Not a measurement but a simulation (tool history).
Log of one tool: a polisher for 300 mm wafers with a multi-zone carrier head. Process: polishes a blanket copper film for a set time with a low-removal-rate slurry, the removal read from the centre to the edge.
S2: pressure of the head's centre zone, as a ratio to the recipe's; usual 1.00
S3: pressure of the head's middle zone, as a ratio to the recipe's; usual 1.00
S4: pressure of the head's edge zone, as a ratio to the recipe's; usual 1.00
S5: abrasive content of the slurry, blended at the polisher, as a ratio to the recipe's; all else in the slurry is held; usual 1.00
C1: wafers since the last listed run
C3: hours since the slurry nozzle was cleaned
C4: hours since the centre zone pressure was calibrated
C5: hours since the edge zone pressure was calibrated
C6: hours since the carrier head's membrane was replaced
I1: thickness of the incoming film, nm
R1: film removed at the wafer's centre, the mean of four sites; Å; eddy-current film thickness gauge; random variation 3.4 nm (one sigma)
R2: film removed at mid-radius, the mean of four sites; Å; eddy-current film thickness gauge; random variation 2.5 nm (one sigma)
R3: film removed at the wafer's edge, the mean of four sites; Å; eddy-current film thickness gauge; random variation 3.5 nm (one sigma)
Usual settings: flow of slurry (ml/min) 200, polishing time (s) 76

run 1 hour=0.0 | flow_of_slurry_(ml/min)=200 S2=1.00 S3=1.00 S4=1.00 S5=1.00 polishing_time_(s)=76 | C1=0 wafers_polished_on_this_pad=631 C3=194.2 C4=1287.4 C5=925.6 C6=334.7 | I1=1016.2 | R1=2032 R2=2106 R3=2135
run 2 hour=13.5 | flow_of_slurry_(ml/min)=200 S2=1.00 S3=1.00 S4=1.00 S5=1.00 polishing_time_(s)=76 | C1=75 wafers_polished_on_this_pad=706 C3=207.7 C4=1300.9 C5=939.1 C6=348.2 | I1=1037.7 | R1=2120 R2=2088 R3=2067
run 3 hour=33.5 | flow_of_slurry_(ml/min)=200 S2=1.00 S3=1.00 S4=1.00 S5=1.00 polishing_time_(s)=76 | C1=111 wafers_polished_on_this_pad=818 C3=227.7 C4=1320.9 C5=959.1 C6=368.2 | I1=1031.7 | R1=2118 R2=2034 R3=2044
-- hour=50.9 worn pad replaced by a new one
run 4 hour=132.8 | flow_of_slurry_(ml/min)=200 S2=1.00 S3=1.00 S4=1.00 S5=1.00 polishing_time_(s)=76 | C1=531 wafers_polished_on_this_pad=456 C3=327.0 C4=1420.2 C5=1058.4 C6=467.5 | I1=1049.9 | R1=2088 R2=2058 R3=2095
-- hour=193.9 worn pad replaced by a new one
run 5 hour=219.4 | flow_of_slurry_(ml/min)=200 S2=1.00 S3=1.00 S4=1.00 S5=1.00 polishing_time_(s)=76 | C1=460 wafers_polished_on_this_pad=142 C3=413.6 C4=1506.8 C5=1145.0 C6=554.1 | I1=1038.7 | R1=2160 R2=2130 R3=2074
-- hour=245.4 edge zone pressure recalibrated
run 6 hour=247.2 | flow_of_slurry_(ml/min)=200 S2=1.00 S3=1.00 S4=1.00 S5=1.00 polishing_time_(s)=76 | C1=143 wafers_polished_on_this_pad=286 C3=441.4 C4=1534.6 C5=1.8 C6=581.9 | I1=1024.9 | R1=2066 R2=2008 R3=2081
run 7 hour=277.0 | flow_of_slurry_(ml/min)=225 S2=1.05 S3=1.00 S4=1.00 S5=1.00 polishing_time_(s)=76 | C1=166 wafers_polished_on_this_pad=452 C3=471.2 C4=1564.4 C5=31.6 C6=611.7 | I1=1019.5 | R1=2115 R2=2025 R3=2024
-- hour=280.2 centre zone pressure recalibrated
run 8 hour=297.1 | flow_of_slurry_(ml/min)=200 S2=1.00 S3=1.00 S4=1.00 S5=1.00 polishing_time_(s)=76 | C1=100 wafers_polished_on_this_pad=553 C3=491.3 C4=16.9 C5=51.7 C6=631.8 | I1=1013.5 | R1=1942 R2=1982 R3=2034
run 9 hour=318.7 | flow_of_slurry_(ml/min)=200 S2=1.00 S3=1.00 S4=1.09 S5=1.00 polishing_time_(s)=76 | C1=120 wafers_polished_on_this_pad=673 C3=512.9 C4=38.5 C5=73.3 C6=653.4 | I1=1033.5 | R1=1942 R2=1920 R3=2061
-- hour=336.7 worn pad replaced by a new one
run 10 hour=343.2 | flow_of_slurry_(ml/min)=200 S2=0.96 S3=1.00 S4=1.06 S5=1.00 polishing_time_(s)=101 | C1=114 wafers_polished_on_this_pad=35 C3=537.4 C4=63.0 C5=97.8 C6=677.9 | I1=1010.3 | R1=2614 R2=2749 R3=2899
-- hour=362.9 slurry nozzle cleaned
run 11 hour=373.5 | flow_of_slurry_(ml/min)=200 S2=1.00 S3=0.95 S4=1.00 S5=1.30 polishing_time_(s)=76 | C1=163 wafers_polished_on_this_pad=199 C3=10.6 C4=93.3 C5=128.1 C6=708.2 | I1=1022.5 | R1=2311 R2=2149 R3=2298
-- hour=396.9 carrier head's membrane replaced by a new one
run 12 hour=397.4 | flow_of_slurry_(ml/min)=200 S2=0.93 S3=1.00 S4=1.00 S5=1.00 polishing_time_(s)=54 | C1=105 wafers_polished_on_this_pad=304 C3=34.5 C4=117.2 C5=152.0 C6=0.5 | I1=1033.8 | R1=1428 R2=1507 R3=1544
run 13 hour=413.3 | flow_of_slurry_(ml/min)=200 S2=1.00 S3=1.00 S4=1.00 S5=1.00 polishing_time_(s)=76 | C1=88 wafers_polished_on_this_pad=393 C3=50.4 C4=133.1 C5=167.9 C6=16.4 | I1=1018.5 | R1=2100 R2=2109 R3=2064
run 14 hour=432.3 | flow_of_slurry_(ml/min)=200 S2=1.00 S3=1.00 S4=1.00 S5=1.00 polishing_time_(s)=76 | C1=105 wafers_polished_on_this_pad=499 C3=69.4 C4=152.1 C5=186.9 C6=35.4 | I1=1007.1 | R1=2136 R2=2079 R3=2165
run 15 hour=467.9 | flow_of_slurry_(ml/min)=200 S2=1.00 S3=0.90 S4=1.00 S5=0.75 polishing_time_(s)=57 | C1=198 wafers_polished_on_this_pad=697 C3=105.0 C4=187.7 C5=222.5 C6=71.0 | I1=1034.4 | R1=1483 R2=1406 R3=1496
run 16 hour=498.1 | flow_of_slurry_(ml/min)=200 S2=1.00 S3=1.00 S4=1.00 S5=1.00 polishing_time_(s)=76 | C1=168 wafers_polished_on_this_pad=866 C3=135.2 C4=217.9 C5=252.7 C6=101.2 | I1=1039.9 | R1=2135 R2=2064 R3=2052

Run 17 comes next. What will it give?
run 17 hour=513.1 | flow_of_slurry_(ml/min)=150 S2=1.06 S3=1.07 S4=1.11 S5=1.00 polishing_time_(s)=76 | C1=83 wafers_polished_on_this_pad=950 C3=150.2 C4=232.9 C5=267.7 C6=116.2 | I1=1042.5 | R1=? R2=? R3=?

{"run 17": {"R1": 1986, "R2": 2045, "R3": 2049}}
Without the tool's hidden state the same run would have given R1 2294 Å, R2 2356 Å, R3 2349 Å.

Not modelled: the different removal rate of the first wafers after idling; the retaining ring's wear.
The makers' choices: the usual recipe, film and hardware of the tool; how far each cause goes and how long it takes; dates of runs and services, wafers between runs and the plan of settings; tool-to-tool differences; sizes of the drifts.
